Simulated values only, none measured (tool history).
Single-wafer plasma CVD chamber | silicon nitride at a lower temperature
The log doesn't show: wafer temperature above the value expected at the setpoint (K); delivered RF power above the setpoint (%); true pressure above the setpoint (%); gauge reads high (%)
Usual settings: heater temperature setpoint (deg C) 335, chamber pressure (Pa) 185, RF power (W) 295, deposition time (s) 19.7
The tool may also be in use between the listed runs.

run,hour,heater temperature setpoint (deg C),chamber pressure (Pa),RF power (W),deposition time (s),wafers since the last listed run,hours since the last thermocouple change,hours since the last RF generator calibration,hours since the last manometer calibration,hours since the showerhead was replaced,hours since the gauge calibration,"read-back reference wafer on the same gauge, thickness_nm",mean film thickness on the monitor wafer (Å)
1,0,335,185,295,19.7,0,1279.9,1342.8,988.5,4735,250.6,24.705,239.48
2,10.6,335,185,295,19.7,230,1290.5,1353.4,999.1,4745.6,261.2,24.696,238.64
3,19.1,335,185,295,19.7,184,1299,1361.9,1007.6,4754.1,269.7,24.703,240.34
4,31,335,185,295,22.5,258,1310.9,1373.8,1019.5,4766,281.6,24.681,273.84
5,43.9,335,185,295,22.5,280,1323.8,1386.7,1032.4,4778.9,294.5,24.693,273.48
6,54.2,335,185,295,22.5,223,1334.1,1397,1042.7,4789.2,304.8,24.699,273.53
7,63.9,335,185,295,19.7,210,1343.8,1406.7,1052.4,4798.9,314.5,24.7,240.04
8,77,335,185,295,19.7,284,1356.9,1419.8,1065.5,4812,327.6,24.698,239.79
9,91.8,335,185,295,19.7,321,1371.7,1434.6,1080.3,4826.8,342.4,24.692,239.1
# hour 100.1: showerhead replaced
10,104.5,335,185,295,19.7,102,1384.4,1447.3,1093,4.4,355.1,24.693,239.52
# hour 135.6: gauge calibrated
11,146.8,335,185,295,19.7,918,1426.7,1489.6,1135.3,46.7,11.2,24.69,239.23
12,156.8,335,185,295,19.7,217,1436.7,1499.6,1145.3,56.7,21.2,24.711,239.72
13,165.3,343,145,340,17.7,184,1445.2,1508.1,1153.8,65.2,29.7,24.701,212.31
# hour 190.9: capacitance manometer re-zeroed and calibrated
14,191.4,324,185,295,19.7,392,1471.3,1534.2,0.5,91.3,55.8,24.703,244.04
15,196.7,329,225,295,19.7,115,1476.6,1539.5,5.8,96.6,61.1,24.697,254.64
16,208.7,335,168,295,19.7,260,1488.6,1551.5,17.8,108.6,73.1,24.701,237.1
17,221.4,335,185,295,22.5,275,1501.3,1564.2,30.5,121.3,85.8,24.696,277.78
# hour 241.8: thermocouple changed; heater temperature recalibrated
18,242.3,335,208,335,17,280,0.5,1585.1,51.4,142.2,106.7,24.714,225.13
# hour 254.9: capacitance manometer re-zeroed and calibrated, repeated, since the last time left the tool worse
# hour 259.7: RF generator calibrated
19,260.2,335,223,335,19.7,109,18.4,0.5,5.3,160.1,124.6,24.689,259.47
20,266.5,335,185,245,19.7,136,24.7,6.8,11.6,166.4,130.9,24.702,222.46
21,283.3,335,185,295,23.3,364,41.5,23.6,28.4,183.2,147.7,24.691,279.73
22,300.3,329,157,255,18.6,369,58.5,40.6,45.4,200.2,164.7,24.703,204.92
23,310,349,185,295,19.7,210,68.2,50.3,55.1,209.9,174.4,24.698,235.8
24,317.9,335,185,295,19.7,171,76.1,58.2,63,217.8,182.3,24.722,237.16
25,332,335,185,295,19.7,306,90.2,72.3,77.1,231.9,196.4,24.706,236.57

Forecast each of these 4 alternatives for the next run:
A,332.4,335,185,295,19.7,8,90.6,72.7,77.5,232.3,196.8,?,?
B,332.4,335,209,295,19.7,8,90.6,72.7,77.5,232.3,196.8,?,?
C,332.4,335,145,295,23.2,8,90.6,72.7,77.5,232.3,196.8,?,?
D,332.4,321,173,320,18.6,8,90.6,72.7,77.5,232.3,196.8,?,?

run,"read-back reference wafer on the same gauge, thickness_nm",mean film thickness on the monitor wafer (Å)
A,24.699,236.08
B,24.699,243.64
C,24.699,260.58
D,24.699,226.25
Without the tool's hidden state the same runs would have given:
run,mean film thickness on the monitor wafer (Å)
A,236
B,243.56
C,260.49
D,226.18
